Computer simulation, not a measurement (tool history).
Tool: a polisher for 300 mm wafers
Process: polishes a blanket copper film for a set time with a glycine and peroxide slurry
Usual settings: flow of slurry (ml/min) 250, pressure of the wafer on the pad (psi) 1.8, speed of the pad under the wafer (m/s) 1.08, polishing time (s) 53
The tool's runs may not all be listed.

run	hour	flow of slurry (ml/min)	pressure of the wafer on the pad (psi)	speed of the pad under the wafer (m/s)	polishing time (s)	wafers since the last listed run	wafers polished on this pad	hours since the slurry nozzle was cleaned	hours since the head pressure was calibrated	incoming thickness of the incoming film, nm	film removed (nm)
1	0	250	2	1.08	45	0	810	14.1	314.9	1478.7	179.9
2	33	250	2	1.08	45	372	1182	47.1	347.9	1473.9	178.8
3	59.7	250	1.8	1.08	47	301	1483	73.8	374.6	1462.9	175.3
4	129.8	250	1.8	1.08	47	790	2274	143.9	444.7	1478.1	175.4
5	175	250	1.8	1.08	53	509	2784	189.1	489.9	1450.5	192.3
6	199.8	250	1.8	1.08	53	279	3064	213.9	514.7	1455.7	195.9
7	263.1	250	1.8	1.08	66	714	3778	277.2	578	1465	244.6
# hour 280.6: head pressure recalibrated
8	305.5	250	1.8	1.08	66	455	4234	319.6	24.9	1466.8	241.4
# hour 339.4: worn pad replaced by a new one
9	364.8	250	1.8	1.08	66	623	286	378.9	84.2	1473.9	248.5
10	404	250	1.8	1.08	53	442	728	418.1	123.4	1477.9	197.8
11	428.7	250	1.8	1.08	53	278	1007	442.8	148.1	1481.9	199.7
12	468.5	250	1.8	1.08	53	449	1456	482.6	187.9	1467.7	197.5
13	638.9	250	1.6	1.08	48	1922	3378	653	358.3	1463.9	167.2
14	664.2	250	1.8	1.08	53	285	3664	678.3	383.6	1462.3	194.1
# hour 696.8: slurry nozzle cleaned
# hour 706.2: worn pad replaced by a new one
15	731.7	250	2.4	1.46	35	705	287	34.9	451.1	1441.9	197.5
16	793.3	210	2.1	1.42	53	695	982	96.5	512.7	1489.1	258.2
17	846.6	215	1.8	1.08	53	601	1584	149.8	566	1442.9	192.4
18	900	250	1.8	1.08	53	602	2186	203.2	619.4	1475	196.2
19	961.8	190	1.5	1.08	53	697	2883	265	681.2	1461	170.5
# hour 997.3: head pressure recalibrated
20	1010.8	250	1.8	1.08	46	530	3414	314	13.5	1457.2	169.1
21	1043.2	250	1.3	1.44	53	365	3779	346.4	45.9	1471.2	191.1
22	1071.9	250	1.8	1.08	67	323	4103	375.1	74.6	1466.7	249.3
23	1113.1	290	1.8	0.84	53	464	4568	416.3	115.8	1441.6	170.1
# hour 1123.6: worn pad replaced by a new one
24	1176.5	250	1.8	1.08	39	670	596	479.7	179.2	1450.8	145
25	1208.2	250	2.3	1.08	62	357	954	511.4	210.9	1452.4	270.7
26	1278.3	250	1.4	1.08	53	790	1745	581.5	281	1439.1	170.8
27	1334.8	250	1.8	1.08	53	637	2382	638	337.5	1435.5	197.1
28	1385.8	250	1.8	1.08	53	575	2958	689	388.5	1449.2	194.2
29	1412.9	185	2.2	1.38	38	305	3264	716.1	415.6	1463.7	181.2
30	1460.5	280	2.2	1.08	53	537	3801	763.7	463.2	1460.2	222.9
31	1485.3	250	1.8	1.08	53	279	4081	788.5	488	1480.3	196.9
# hour 1519.8: worn pad replaced by a new one
# hour 1524.6: slurry nozzle cleaned
32	1548.4	205	1.8	1.08	53	655	311	23.8	551.1	1452.6	196.6
33	1573.1	330	1.8	0.96	44	278	590	48.5	575.8	1450	157.4
34	1622.1	250	1.8	1.08	53	552	1142	97.5	624.8	1472.6	198.6
35	1669.9	205	1.8	1.08	53	539	1682	145.3	672.6	1444.1	191.5
# hour 1671.9: head pressure recalibrated
36	1768.2	285	2.3	1.44	38	1086	2768	243.6	96.3	1443.5	203.8

Hidden state or all else? Some run-to-run changes of film removed (nm), split into what the settings, what came in and random variation would give without the hidden state, and what is left for the hidden state (with any gauge scatter that isn't in both results):
The hidden state here: removal rate lost through wear of the pad, %; slurry flow missing at the pad, %; deviation of the head's pressure from its setpoint, %.
Run 8 -> 9: worn pad replaced by a new one. film removed (nm) +7.1: hidden state +7.3, all else -0.2.
Run 14 -> 15: pressure of the wafer on the pad (psi) 1.8 -> 2.4, speed of the pad under the wafer (m/s) 1.08 -> 1.46, polishing time (s) 53 -> 35, slurry nozzle cleaned, worn pad replaced by a new one. film removed (nm) +3.4: hidden state +5.7, all else -2.3.
Run 22 -> 23: flow of slurry (ml/min) 250 -> 290, speed of the pad under the wafer (m/s) 1.08 -> 0.84, polishing time (s) 67 -> 53. film removed (nm) -79.2: hidden state +2.6, all else -81.8.
Run 24 -> 25: pressure of the wafer on the pad (psi) 1.8 -> 2.3, polishing time (s) 39 -> 62. film removed (nm) +125.7: hidden state -3.4, all else +129.1.
Run 25 -> 26: pressure of the wafer on the pad (psi) 2.3 -> 1.4, polishing time (s) 62 -> 53. film removed (nm) -99.9: hidden state +0.8, all else -100.7.
Run 31 -> 32: flow of slurry (ml/min) 250 -> 205, worn pad replaced by a new one, slurry nozzle cleaned. film removed (nm) -0.3: hidden state +5.7, all else -6.
